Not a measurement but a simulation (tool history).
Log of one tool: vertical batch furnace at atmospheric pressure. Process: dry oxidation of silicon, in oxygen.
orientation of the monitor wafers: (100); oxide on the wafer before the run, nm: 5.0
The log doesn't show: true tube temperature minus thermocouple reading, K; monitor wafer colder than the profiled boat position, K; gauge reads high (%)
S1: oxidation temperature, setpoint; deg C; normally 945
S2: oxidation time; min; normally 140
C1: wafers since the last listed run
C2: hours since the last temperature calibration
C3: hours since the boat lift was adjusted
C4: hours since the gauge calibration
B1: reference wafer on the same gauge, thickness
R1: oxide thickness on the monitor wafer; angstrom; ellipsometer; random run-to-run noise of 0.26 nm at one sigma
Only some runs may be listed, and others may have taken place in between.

Run 1, day 0: usual settings but S1 950 deg C, S2 119.5 min; C1 0; C2 2329.9; C3 2008.2; C4 245.6; B1 68.1. Result: R1 519.7 angstrom.
Run 2, day 2.358: usual settings; C1 708; C2 2386.5; C3 2064.8; C4 302.2; B1 68.23. Result: R1 552.9 angstrom.
Run 3, day 4.296: usual settings but S2 115.5 min; C1 582; C2 2433; C3 2111.3; C4 348.7; B1 68.13. Result: R1 481.9 angstrom.
Run 4, day 5.354: usual settings but S2 115.5 min; C1 318; C2 2458.4; C3 2136.7; C4 374.1; B1 68.11. Result: R1 482.8 angstrom.
Run 5, day 8.325: usual settings but S1 953 deg C; C1 892; C2 2529.7; C3 2208; C4 445.4; B1 68.2. Result: R1 597.1 angstrom.
Run 6, day 10.075: usual settings but S1 953 deg C; C1 525; C2 2571.7; C3 2250; C4 487.4; B1 68.16. Result: R1 597.9 angstrom.
Run 7, day 11.608: usual settings; C1 460; C2 2608.5; C3 2286.8; C4 524.2; B1 68.13. Result: R1 547.1 angstrom.
Run 8, day 13.321: usual settings; C1 514; C2 2649.6; C3 2327.9; C4 565.3; B1 68.14. Result: R1 551.4 angstrom.
Run 9, day 15.871: usual settings; C1 766; C2 2710.8; C3 2389.1; C4 626.5; B1 68.11. Result: R1 553.3 angstrom.
Run 10, day 18.362: usual settings; C1 748; C2 2770.6; C3 2448.9; C4 686.3; B1 68.11. Result: R1 550.5 angstrom.
Run 11, day 20.825: usual settings; C1 740; C2 2829.7; C3 2508; C4 745.4; B1 68.15. Result: R1 548.5 angstrom.
At day 22.525: thermocouples replaced and temperature profile calibrated.
Run 12, day 22.546: usual settings; C1 216; C2 0.5; C3 2549.3; C4 786.7; B1 68. Result: R1 552 angstrom.
Run 13, day 27.1: usual settings; C1 1368; C2 109.8; C3 2658.6; C4 896; B1 68.02. Result: R1 553.7 angstrom.
At day 28.612: gauge calibrated.
Run 14, day 29.242: usual settings but S1 925 deg C; C1 643; C2 161.2; C3 2710; C4 15.1; B1 68.14. Result: R1 446.1 angstrom.
Run 15, day 31.188: usual settings but S1 925 deg C; C1 584; C2 207.9; C3 2756.7; C4 61.8; B1 68.08. Result: R1 448 angstrom.
Run 16, day 34.108: usual settings but S1 925 deg C; C1 877; C2 278; C3 2826.8; C4 131.9; B1 68.08. Result: R1 448.3 angstrom.
Run 17, day 35.788: usual settings but S2 110 min; C1 504; C2 318.3; C3 2867.1; C4 172.2; B1 68.19. Result: R1 460.7 angstrom.
Run 18, day 37.404: usual settings but S2 110 min; C1 485; C2 357.1; C3 2905.9; C4 211; B1 68.13. Result: R1 461.9 angstrom.
Run 19, day 39.6: usual settings; C1 660; C2 409.8; C3 2958.6; C4 263.7; B1 68.06. Result: R1 548.2 angstrom.
Run 20, day 42.067: usual settings but S1 921 deg C, S2 107.5 min; C1 741; C2 469; C3 3017.8; C4 322.9; B1 68.09. Result: R1 359.6 angstrom.
Run 21, day 43.183: usual settings but S1 968 deg C, S2 89 min; C1 335; C2 495.8; C3 3044.6; C4 349.7; B1 68.19. Result: R1 496.5 angstrom.
Run 22, day 44.783: usual settings but S1 966 deg C, S2 92 min; C1 480; C2 534.2; C3 3083; C4 388.1; B1 68.12. Result: R1 503 angstrom.
Run 23, day 46.079: usual settings; C1 389; C2 565.3; C3 3114.1; C4 419.2; B1 68.14. Result: R1 544.5 angstrom.
At day 47.3: boat lift adjusted.
Run 24, day 47.85: usual settings but S1 966 deg C, S2 191.5 min; C1 231; C2 607.8; C3 13.2; C4 461.7; B1 68.06. Result: R1 857.8 angstrom.
Run 25, day 50.792: usual settings but S1 922 deg C; C1 884; C2 678.4; C3 83.8; C4 532.3; B1 68.12. Result: R1 444 angstrom.
Run 26, day 52.238: usual settings; C1 434; C2 713.1; C3 118.5; C4 567; B1 68.11. Result: R1 565 angstrom.
Run 27, day 54.654: usual settings but S1 931 deg C, S2 70.5 min; C1 726; C2 771.1; C3 176.5; C4 625; B1 68.15. Result: R1 311.4 angstrom.
Run 28, day 57.467: usual settings but S2 87.5 min; C1 845; C2 838.6; C3 244; C4 692.5; B1 68.18. Result: R1 409.3 angstrom.

Expected results for the next run?
Run 29, day 59.421: usual settings but S1 922 deg C, S2 205 min; C1 587; C2 885.5; C3 290.9; C4 739.4; B1 ?. Result: R1 ?.

B1: 68.13
R1: 580.4 angstrom
Minus the tool's unlogged condition, the same run would have read R1 584.7 angstrom.

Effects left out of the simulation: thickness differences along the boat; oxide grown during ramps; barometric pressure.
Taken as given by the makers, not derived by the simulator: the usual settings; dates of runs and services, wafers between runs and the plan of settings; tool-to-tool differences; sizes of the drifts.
